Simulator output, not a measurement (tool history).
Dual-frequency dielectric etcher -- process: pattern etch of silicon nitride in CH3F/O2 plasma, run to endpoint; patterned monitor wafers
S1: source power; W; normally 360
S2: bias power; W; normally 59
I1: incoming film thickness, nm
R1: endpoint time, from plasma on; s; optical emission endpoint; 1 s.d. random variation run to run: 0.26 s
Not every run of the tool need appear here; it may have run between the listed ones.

| run | day | S1 | S2 | I1 | R1 |
|---|---|---|---|---|---|
| 1 | 0.000 | 360 | 59 | 71.9 | 87.9 |
| 2 | 1.038 | 360 | 59 | 72.7 | 88.0 |
| 3 | 3.312 | 360 | 59 | 72.3 | 87.5 |
| 4 | 4.350 | 380 | 59 | 72.0 | 85.6 |
| 5 | 6.362 | 380 | 59 | 72.0 | 85.2 |
| 6 | 7.804 | 360 | 59 | 71.3 | 84.9 |
|  | 11.175 | wet clean of the chamber |
| 7 | 13.954 | 360 | 59 | 72.0 | 87.3 |
| 8 | 18.471 | 330 | 59 | 72.1 | 88.8 |
| 9 | 20.312 | 330 | 59 | 72.0 | 89.0 |
| 10 | 22.358 | 360 | 59 | 72.4 | 86.5 |
|  | 23.933 | wet clean of the chamber |
| 11 | 25.146 | 360 | 59 | 71.8 | 87.3 |
|  | 26.921 | upper electrode replaced |
| 12 | 28.054 | 360 | 59 | 72.7 | 88.1 |
| 13 | 30.175 | 300 | 74 | 72.5 | 83.2 |
|  | 30.421 | bias power generator calibrated |
| 14 | 31.246 | 440 | 66 | 72.7 | 77.3 |
| 15 | 33.067 | 360 | 59 | 71.9 | 85.9 |

What does the tool deliver on the next run?
| 16 | 34.821 | 380 | 68 | 72.2 | ? |

R1: 79.0 s
On a tool with no hidden condition, and with the same random variation, this run would have come out at R1 80.8 s.
